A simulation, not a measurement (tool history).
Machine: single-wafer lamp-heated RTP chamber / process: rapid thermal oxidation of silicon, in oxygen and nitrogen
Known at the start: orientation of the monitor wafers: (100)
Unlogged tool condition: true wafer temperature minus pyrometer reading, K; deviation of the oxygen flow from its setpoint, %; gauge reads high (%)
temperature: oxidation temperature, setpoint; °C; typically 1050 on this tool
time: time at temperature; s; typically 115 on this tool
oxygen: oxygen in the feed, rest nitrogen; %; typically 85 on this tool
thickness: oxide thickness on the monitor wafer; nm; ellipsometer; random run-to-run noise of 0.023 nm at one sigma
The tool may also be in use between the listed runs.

| run | day | temperature | time | oxygen | wafers since the last listed run | wafers since the last pyrometer calibration | hours since the oxygen flow controller was replaced | hours since the gauge calibration | read-back reference wafer on the same gauge, thickness | thickness |
|---|---|---|---|---|---|---|---|---|---|---|
| 1 | 0.000 | 1050 | 115 | 85 | 0 | 1384 | 2269.6 | 3983.5 | 9.600 | 10.600 |
| 2 | 4.067 | 1050 | 154 | 85 | 690 | 2075 | 2367.2 | 4081.1 | 9.605 | 12.254 |
| 3 | 6.196 | 1050 | 154 | 85 | 361 | 2436 | 2418.3 | 4132.2 | 9.600 | 12.172 |
| 4 | 10.525 | 1050 | 115 | 85 | 735 | 3172 | 2522.2 | 4236.1 | 9.604 | 10.674 |
| 5 | 13.112 | 1050 | 115 | 85 | 439 | 3612 | 2584.3 | 4298.2 | 9.600 | 10.657 |
| 6 | 16.662 | 1050 | 115 | 85 | 603 | 4215 | 2669.5 | 4383.4 | 9.602 | 10.720 |
| 7 | 19.312 | 1050 | 115 | 85 | 450 | 4665 | 2733.1 | 4447.0 | 9.606 | 10.703 |
|  | 20.483 | gauge calibrated |
| 8 | 22.300 | 1050 | 115 | 85 | 507 | 5173 | 2804.8 | 43.6 | 9.600 | 10.683 |
| 9 | 25.600 | 1050 | 115 | 85 | 560 | 5733 | 2884.0 | 122.8 | 9.596 | 10.685 |
|  | 29.258 | pyrometer window cleaned and pyrometer calibrated |
|  | 35.088 | oxygen flow controller replaced |
| 10 | 39.000 | 1050 | 115 | 85 | 2163 | 1598 | 93.9 | 444.4 | 9.600 | 10.825 |
| 11 | 42.138 | 1050 | 115 | 85 | 533 | 2131 | 169.2 | 519.7 | 9.603 | 10.805 |
| 12 | 43.800 | 1050 | 115 | 85 | 282 | 2414 | 209.1 | 559.6 | 9.602 | 10.864 |
| 13 | 47.792 | 1050 | 115 | 85 | 678 | 3092 | 304.9 | 655.4 | 9.602 | 10.860 |
| 14 | 51.600 | 1050 | 115 | 63 | 647 | 3739 | 396.3 | 746.8 | 9.606 | 9.767 |
| 15 | 54.850 | 1078 | 100 | 67 | 552 | 4291 | 474.3 | 824.8 | 9.598 | 11.249 |
|  | 57.604 | pyrometer window cleaned and pyrometer calibrated, repeated, since the last time left the tool worse |
| 16 | 58.062 | 1061 | 115 | 98 | 489 | 77 | 551.4 | 901.9 | 9.609 | 12.059 |
| 17 | 62.192 | 1050 | 64 | 85 | 701 | 779 | 650.5 | 1001.0 | 9.602 | 8.154 |
| 18 | 65.446 | 1021 | 99 | 96 | 552 | 1332 | 728.6 | 1079.1 | 9.602 | 8.422 |
| 19 | 69.175 | 1050 | 115 | 85 | 633 | 1965 | 818.1 | 1168.6 | 9.600 | 10.678 |
| 20 | 71.012 | 1050 | 115 | 85 | 312 | 2278 | 862.2 | 1212.7 | 9.602 | 10.685 |
| 21 | 75.471 | 1065 | 115 | 57 | 757 | 3035 | 969.2 | 1319.7 | 9.599 | 10.232 |
| 22 | 78.021 | 1080 | 153 | 75 | 433 | 3468 | 1030.4 | 1380.9 | 9.599 | 14.241 |
| 23 | 80.617 | 1050 | 64 | 85 | 441 | 3909 | 1092.7 | 1443.2 | 9.606 | 8.203 |
| 24 | 84.712 | 1076 | 115 | 85 | 695 | 4605 | 1191.0 | 1541.5 | 9.603 | 12.712 |
|  | 87.042 | pyrometer window cleaned and pyrometer calibrated |
| 25 | 91.833 | 1074 | 165 | 57 | 1153 | 813 | 1361.9 | 1712.4 | 9.590 | 12.767 |
| 26 | 96.067 | 1065 | 91 | 98 | 719 | 1533 | 1463.5 | 1814.0 | 9.600 | 11.176 |
| 27 | 98.129 | 1050 | 115 | 85 | 350 | 1883 | 1513.0 | 1863.5 | 9.600 | 10.635 |
| 28 | 102.217 | 1050 | 115 | 85 | 694 | 2578 | 1611.1 | 1961.6 | 9.604 | 10.676 |
| 29 | 106.533 | 1050 | 115 | 85 | 733 | 3311 | 1714.7 | 2065.2 | 9.593 | 10.667 |
| 30 | 110.992 | 1027 | 115 | 85 | 757 | 4068 | 1821.7 | 2172.2 | 9.600 | 9.089 |
| 31 | 114.921 | 1070 | 115 | 67 | 667 | 4736 | 1916.0 | 2266.5 | 9.606 | 11.231 |
|  | 118.942 | pyrometer window cleaned and pyrometer calibrated |
| 32 | 118.962 | 1050 | 115 | 85 | 630 | 3 | 2013.0 | 2363.5 | 9.598 | 10.592 |
| 33 | 121.292 | 1059 | 66 | 71 | 395 | 399 | 2068.9 | 2419.4 | 9.594 | 8.235 |
| 34 | 124.454 | 1034 | 154 | 85 | 537 | 936 | 2144.8 | 2495.3 | 9.602 | 10.850 |
| 35 | 126.888 | 1050 | 115 | 85 | 413 | 1350 | 2203.2 | 2553.7 | 9.601 | 10.587 |
| 36 | 128.788 | 1031 | 115 | 64 | 322 | 1672 | 2248.8 | 2599.3 | 9.600 | 8.406 |
| 37 | 131.125 | 1065 | 115 | 57 | 397 | 2070 | 2304.9 | 2655.4 | 9.598 | 10.217 |
| 38 | 139.192 | 1037 | 134 | 85 | 1370 | 3440 | 2498.5 | 2849.0 | 9.607 | 10.466 |

What if the next run were any one of these 3? Each begins from the tool's condition after run 38:
| A | 139.212 | 1028 | 115 | 85 | 3 | 3444 | 2499.0 | 2849.5 | ? | ? |
| B | 139.212 | 1050 | 140 | 98 | 3 | 3444 | 2499.0 | 2849.5 | ? | ? |
| C | 139.212 | 1020 | 68 | 72 | 3 | 3444 | 2499.0 | 2849.5 | ? | ? |

| run | read-back reference wafer on the same gauge, thickness | thickness |
|---|---|---|
| A | 9.596 | 9.139 |
| B | 9.596 | 12.316 |
| C | 9.596 | 6.417 |
With no hidden state in the tool, these same runs would have given:
| run | thickness |
|---|---|
| A | 9.055 |
| B | 12.206 |
| C | 6.359 |
